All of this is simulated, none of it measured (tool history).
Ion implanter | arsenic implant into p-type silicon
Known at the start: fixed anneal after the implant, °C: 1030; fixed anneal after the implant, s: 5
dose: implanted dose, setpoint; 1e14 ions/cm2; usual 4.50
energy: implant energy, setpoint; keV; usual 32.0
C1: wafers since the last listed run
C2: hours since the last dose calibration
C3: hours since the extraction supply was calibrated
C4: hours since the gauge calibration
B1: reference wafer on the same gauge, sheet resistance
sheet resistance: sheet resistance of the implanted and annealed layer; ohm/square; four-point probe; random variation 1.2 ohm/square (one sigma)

run 1 hour=0.0 | dose=4.50 energy=37.5 | C1=0 C2=694.7 C3=4431.6 C4=957.2 | B1=236.89 | sheet_resistance=198.36
run 2 hour=44.6 | dose=4.50 energy=32.0 | C1=970 C2=739.3 C3=4476.2 C4=1001.8 | B1=237.73 | sheet_resistance=205.24
run 3 hour=113.0 | dose=4.50 energy=32.0 | C1=1488 C2=807.7 C3=4544.6 C4=1070.2 | B1=237.75 | sheet_resistance=204.51
run 4 hour=153.7 | dose=4.50 energy=32.0 | C1=885 C2=848.4 C3=4585.3 C4=1110.9 | B1=237.21 | sheet_resistance=205.34
run 5 hour=204.2 | dose=3.74 energy=40.0 | C1=1098 C2=898.9 C3=4635.8 C4=1161.4 | B1=238.09 | sheet_resistance=225.30
run 6 hour=252.9 | dose=3.74 energy=40.0 | C1=1059 C2=947.6 C3=4684.5 C4=1210.1 | B1=238.21 | sheet_resistance=227.85
run 7 hour=304.7 | dose=4.50 energy=32.0 | C1=1127 C2=999.4 C3=4736.3 C4=1261.9 | B1=238.34 | sheet_resistance=206.52
run 8 hour=350.2 | dose=4.50 energy=32.0 | C1=990 C2=1044.9 C3=4781.8 C4=1307.4 | B1=238.73 | sheet_resistance=207.63
run 9 hour=438.9 | dose=4.50 energy=32.0 | C1=1930 C2=1133.6 C3=4870.5 C4=1396.1 | B1=238.99 | sheet_resistance=205.06
run 10 hour=503.2 | dose=5.46 energy=32.0 | C1=1399 C2=1197.9 C3=4934.8 C4=1460.4 | B1=239.59 | sheet_resistance=177.99
-- hour=574.0 Faraday cup replaced and dose calibrated
run 11 hour=574.5 | dose=5.46 energy=32.0 | C1=1377 C2=0.5 C3=5006.1 C4=1531.7 | B1=239.19 | sheet_resistance=179.14
run 12 hour=622.7 | dose=5.46 energy=32.0 | C1=1048 C2=48.7 C3=5054.3 C4=1579.9 | B1=239.15 | sheet_resistance=177.43
run 13 hour=672.8 | dose=5.19 energy=32.0 | C1=1090 C2=98.8 C3=5104.4 C4=1630.0 | B1=240.77 | sheet_resistance=187.00
-- hour=694.3 gauge calibrated
run 14 hour=708.9 | dose=5.19 energy=32.0 | C1=785 C2=134.9 C3=5140.5 C4=14.6 | B1=232.38 | sheet_resistance=179.63
run 15 hour=764.6 | dose=3.70 energy=32.0 | C1=1212 C2=190.6 C3=5196.2 C4=70.3 | B1=232.98 | sheet_resistance=230.94
run 16 hour=811.1 | dose=5.75 energy=29.0 | C1=1011 C2=237.1 C3=5242.7 C4=116.8 | B1=232.72 | sheet_resistance=170.74
-- hour=838.4 extraction supply calibrated
run 17 hour=858.9 | dose=4.93 energy=36.5 | C1=866 C2=284.9 C3=20.5 C4=164.6 | B1=232.97 | sheet_resistance=185.88
run 18 hour=889.4 | dose=3.18 energy=22.5 | C1=663 C2=315.4 C3=51.0 C4=195.1 | B1=233.39 | sheet_resistance=270.73
run 19 hour=1049.4 | dose=4.07 energy=32.0 | C1=3481 C2=475.4 C3=211.0 C4=355.1 | B1=234.76 | sheet_resistance=218.72
run 20 hour=1096.3 | dose=3.66 energy=23.0 | C1=1020 C2=522.3 C3=257.9 C4=402.0 | B1=234.57 | sheet_resistance=247.06
run 21 hour=1131.1 | dose=3.97 energy=39.5 | C1=757 C2=557.1 C3=292.7 C4=436.8 | B1=234.73 | sheet_resistance=213.88
run 22 hour=1174.6 | dose=5.45 energy=40.0 | C1=946 C2=600.6 C3=336.2 C4=480.3 | B1=234.89 | sheet_resistance=169.66

Forecast run 23:
run 23 hour=1234.1 | dose=3.21 energy=37.5 | C1=1294 C2=660.1 C3=395.7 C4=539.8 | B1=? | sheet_resistance=?

B1: 234.88
sheet resistance: 252.04 ohm/square
Without the tool's hidden state the same run would have given sheet resistance 249.92 ohm/square.
